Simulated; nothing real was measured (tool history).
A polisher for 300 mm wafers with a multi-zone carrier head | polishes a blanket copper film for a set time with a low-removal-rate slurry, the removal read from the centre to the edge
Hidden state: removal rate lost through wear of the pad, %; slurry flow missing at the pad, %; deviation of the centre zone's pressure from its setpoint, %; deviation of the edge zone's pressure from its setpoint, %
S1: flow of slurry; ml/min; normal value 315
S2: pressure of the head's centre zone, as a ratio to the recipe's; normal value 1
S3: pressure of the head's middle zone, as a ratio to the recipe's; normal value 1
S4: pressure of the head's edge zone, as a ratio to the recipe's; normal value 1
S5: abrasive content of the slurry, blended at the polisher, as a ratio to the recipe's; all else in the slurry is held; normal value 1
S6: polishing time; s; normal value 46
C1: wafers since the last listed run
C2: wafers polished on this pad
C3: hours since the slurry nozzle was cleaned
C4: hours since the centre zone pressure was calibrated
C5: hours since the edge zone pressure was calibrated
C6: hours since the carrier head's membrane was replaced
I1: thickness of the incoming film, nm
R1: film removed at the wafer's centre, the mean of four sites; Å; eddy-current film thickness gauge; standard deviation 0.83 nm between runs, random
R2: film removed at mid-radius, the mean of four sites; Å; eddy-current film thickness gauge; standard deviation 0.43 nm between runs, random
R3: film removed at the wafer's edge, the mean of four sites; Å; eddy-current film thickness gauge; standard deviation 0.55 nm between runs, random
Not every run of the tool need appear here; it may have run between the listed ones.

run,hour,S1,S2,S3,S4,S5,S6,C1,C2,C3,C4,C5,C6,I1,R1,R2,R3
1,0,315,0.92,1,1,1,46,0,1141,145.2,6.9,1088.6,768.4,1209.5,606,663,655
2,8.1,315,1,1,1,0.9,38,87,1229,153.3,15,1096.7,776.5,1225.5,525,526,525
# hour 15.2: worn pad replaced by a new one
3,20.1,315,1,1,1,1,46,86,53,165.3,27,1108.7,788.5,1205.5,719,708,705
# hour 34.3: carrier head's membrane replaced by a new one
4,34.8,385,1,1,1,1,46,104,157,180,41.7,1123.4,0.5,1207.7,718,718,709
5,45.1,315,1.1,1,1,1,52,111,268,190.3,52,1133.7,10.8,1182.7,857,804,799
6,51.3,230,1,1,1.04,1,46,66,335,196.5,58.2,1139.9,17,1208.9,675,687,705
# hour 54: edge zone pressure recalibrated
7,64.2,315,1,0.92,1.04,1,46,117,453,209.4,71.1,10.2,29.9,1200.5,692,657,714
8,72.6,315,1,1,1,1,46,90,544,217.8,79.5,18.6,38.3,1175.7,690,702,686
9,83.7,315,1,1,1,1,46,119,663,228.9,90.6,29.7,49.4,1182.8,682,689,684
10,90.7,315,1,1,1,0.85,46,75,739,235.9,97.6,36.7,56.4,1181.8,664,662,658
11,100.9,315,1,1,1,1,53,110,849,246.1,107.8,46.9,66.6,1197.3,777,789,796
# hour 111.5: slurry nozzle cleaned
12,114.2,315,1,0.97,0.94,1,46,132,982,2.7,121.1,60.2,79.9,1191.5,664,656,642
13,121.9,315,1.07,1,1,1,46,83,1065,10.4,128.8,67.9,87.6,1185.8,708,669,656
14,139.6,245,1.1,1,1.04,1,61,191,1256,28.1,146.5,85.6,105.3,1184.2,919,843,863
# hour 147.5: worn pad replaced by a new one
15,156.6,360,1,1,1,1,57,140,98,45.1,163.5,102.6,122.3,1196.7,906,887,876
16,163.8,250,1,1,1,1,35,77,176,52.3,170.7,109.8,129.5,1201.8,537,531,527
17,169.8,315,1,1,1,1,46,64,240,58.3,176.7,115.8,135.5,1192.9,714,699,701
18,220.4,315,0.94,1,1,1,46,546,786,108.9,227.3,166.4,186.1,1198.6,651,684,679
19,235.5,315,1,1,1,1,46,162,949,124,242.4,181.5,201.2,1218.2,670,674,660
20,248.8,365,1,1,0.93,0.8,57,143,1093,137.3,255.7,194.8,214.5,1214.9,801,804,779
21,258.5,215,1,0.92,1,1,46,104,1198,147,265.4,204.5,224.2,1204.4,638,602,644

Predict the results of run 22:
# hour 267: worn pad replaced by a new one
22,267.5,315,1.09,1,1,1,46,53,4,156,274.4,213.5,233.2,1192.4,?,?,?

{"run 22": {"R1": 765, "R2": 711, "R3": 710}}
The same run, on a tool lacking any hidden state, would have yielded R1 770 Å, R2 716 Å, R3 714 Å.
